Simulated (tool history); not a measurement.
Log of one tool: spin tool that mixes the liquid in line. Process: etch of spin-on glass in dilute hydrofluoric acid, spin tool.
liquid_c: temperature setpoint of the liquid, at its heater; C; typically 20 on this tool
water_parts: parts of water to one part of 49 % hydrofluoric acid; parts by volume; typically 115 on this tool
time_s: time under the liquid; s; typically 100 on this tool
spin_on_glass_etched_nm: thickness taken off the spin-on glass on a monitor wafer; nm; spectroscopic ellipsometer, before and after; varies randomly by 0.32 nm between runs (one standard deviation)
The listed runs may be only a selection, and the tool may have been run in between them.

run,hour,liquid_c,water_parts,time_s,wafers since the last listed run,hours since the thermometer was replaced,hours since the hydrofluoric acid flow meter was replaced,hours since the gauge calibration,"read-back film thickness of the spin-on glass reference wafer, read on the same gauge (nm)",spin_on_glass_etched_nm
1,0,20,115,100,0,2033.2,1525.6,403,39.98,37.16
2,20.2,20,115,100,220,2053.4,1545.8,423.2,39.99,37.3
3,52,20,115,100,346,2085.2,1577.6,455,40,37.49
4,64,20,115,100,130,2097.2,1589.6,467,39.96,37.27
5,96.3,20,115,80,352,2129.5,1621.9,499.3,39.99,29.71
6,128,20,115,80,345,2161.2,1653.6,531,40.02,29.67
7,146.4,20,115,100,200,2179.6,1672,549.4,40.03,36.89
# hour 150.9: thermometer replaced
# hour 152.8: gauge calibrated
8,177.6,20,115,100,329,26.7,1703.2,24.8,40,36.78
# hour 186.6: hydrofluoric acid flow meter replaced
9,211.6,20,115,100,360,60.7,25,58.8,40.03,41.31
10,233.6,20,115,100,240,82.7,47,80.8,40.04,41.91
11,247.5,18,140,130,151,96.6,60.9,94.7,40.01,39.62

What will run 12 give?
12,282.6,17,70,135,382,131.7,96,129.8,?,?

read-back film thickness of the spin-on glass reference wafer, read on the same gauge (nm): 39.98
spin_on_glass_etched_nm: 86.08 nm
If the tool had no hidden condition, the same run with the same run-to-run variation would have returned spin_on_glass_etched_nm 87.95 nm.

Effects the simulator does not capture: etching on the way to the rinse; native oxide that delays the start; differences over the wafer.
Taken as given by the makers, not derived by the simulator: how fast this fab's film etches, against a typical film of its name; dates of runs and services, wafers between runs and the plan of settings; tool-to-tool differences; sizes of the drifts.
